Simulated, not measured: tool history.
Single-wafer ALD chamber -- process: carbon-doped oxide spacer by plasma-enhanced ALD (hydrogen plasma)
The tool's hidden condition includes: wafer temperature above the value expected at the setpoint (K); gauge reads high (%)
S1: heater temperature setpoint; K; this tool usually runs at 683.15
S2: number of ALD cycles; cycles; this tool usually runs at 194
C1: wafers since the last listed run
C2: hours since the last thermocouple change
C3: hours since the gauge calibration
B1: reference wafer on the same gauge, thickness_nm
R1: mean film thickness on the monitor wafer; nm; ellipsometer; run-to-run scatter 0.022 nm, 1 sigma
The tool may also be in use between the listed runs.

run,hour,S1,S2,C1,C2,C3,B1,R1
1,0,683.15,212,0,1186,79.2,8.003,9.483
2,47.3,683.15,212,104,1233.3,126.5,8.002,9.473
3,99.1,683.15,212,114,1285.1,178.3,8.006,9.495
4,150.8,683.15,180,114,1336.8,230,8.006,8.017
5,202,683.15,180,113,1388,281.2,8.007,8.049
6,302.6,683.15,180,222,1488.6,381.8,8.006,8.007
7,342.9,683.15,194,89,1528.9,422.1,8.023,8.673
8,449.6,676.15,194,236,1635.6,528.8,8.006,8.853
# hour 501.8: gauge calibrated
9,771.2,673.15,166,712,1957.2,269.4,8.009,7.652
# hour 797.9: thermocouple changed; heater temperature recalibrated
10,838.1,677.15,210,130,40.2,336.3,8.012,9.674
11,887.2,683.15,212,108,89.3,385.4,8.016,9.626
12,976.4,689.15,172,197,178.5,474.6,8.007,7.621
13,1037.5,696.15,166,135,239.6,535.7,7.996,7.183
# hour 1080.5: gauge calibrated
14,1086.2,688.15,158,107,288.3,5.7,8.01,7.011

Pick out some run-to-run changes in R1. Of each, how much would a tool without hidden state show as well, from the settings, what came in and chance, and how much is left for the hidden state and any gauge scatter not in both results compared?
Run 9 -> 10: S1 673.15 -> 677.15, S2 166 -> 210, thermocouple changed; heater temperature recalibrated. R1 +2.022 nm: hidden state +0.105, all else +1.917.
